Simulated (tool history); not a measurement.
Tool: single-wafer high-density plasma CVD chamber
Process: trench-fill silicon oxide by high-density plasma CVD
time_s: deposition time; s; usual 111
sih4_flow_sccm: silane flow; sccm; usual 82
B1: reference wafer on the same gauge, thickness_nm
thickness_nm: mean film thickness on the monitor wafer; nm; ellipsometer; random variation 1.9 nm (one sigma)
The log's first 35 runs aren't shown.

Run 36, hour 553.5: usual settings but time_s 123 s, sih4_flow_sccm 95 sccm; B1 843.397. Result: thickness_nm 1036.979 nm.
Run 37, hour 561.1: usual settings but time_s 130 s, sih4_flow_sccm 67 sccm; B1 843.391. Result: thickness_nm 778.25 nm.
Run 38, hour 569.8: usual settings but time_s 124 s; B1 843.507. Result: thickness_nm 904.75 nm.
Run 39, hour 579.8: usual settings but time_s 124 s, sih4_flow_sccm 89 sccm; B1 842.818. Result: thickness_nm 976.263 nm.
Run 40, hour 590.5: usual settings but time_s 117 s, sih4_flow_sccm 72 sccm; B1 842.327. Result: thickness_nm 752.272 nm.
Run 41, hour 607.7: usual settings but sih4_flow_sccm 69 sccm; B1 842.571. Result: thickness_nm 682.005 nm.
Run 42, hour 659.4: usual settings but time_s 94 s, sih4_flow_sccm 94 sccm; B1 843.283. Result: thickness_nm 781.238 nm.
Run 43, hour 667.4: usual settings but time_s 102 s, sih4_flow_sccm 93 sccm; B1 842.612. Result: thickness_nm 835.818 nm.
Run 44, hour 681.4: usual settings but time_s 104 s, sih4_flow_sccm 78 sccm; B1 842.907. Result: thickness_nm 719.834 nm.
Run 45, hour 696.4: usual settings but sih4_flow_sccm 97 sccm; B1 842.494. Result: thickness_nm 949.566 nm.

Forecast each of these 5 alternatives for the next run:
Run A, hour 696.8: usual settings but time_s 119 s; B1 ?. Result: thickness_nm ?.
Run B, hour 696.8: usual settings but time_s 97 s, sih4_flow_sccm 71 sccm; B1 ?. Result: thickness_nm ?.
Run C, hour 696.8: usual settings but time_s 92 s, sih4_flow_sccm 90 sccm; B1 ?. Result: thickness_nm ?.
Run D, hour 696.8: usual settings but time_s 124 s, sih4_flow_sccm 92 sccm; B1 ?. Result: thickness_nm ?.
Run E, hour 696.8: usual settings but time_s 125 s, sih4_flow_sccm 97 sccm; B1 ?. Result: thickness_nm ?.

run       B1  thickness_nm
  A  843.958       864.603
  B  843.958       611.419
  C  843.958       732.817
  D  843.958      1009.405
  E  843.958      1072.221
Without the tool's hidden state the same runs would have given:
run  thickness_nm
  A       891.261
  B       630.271
  C       755.412
  D      1040.528
  E       1105.28
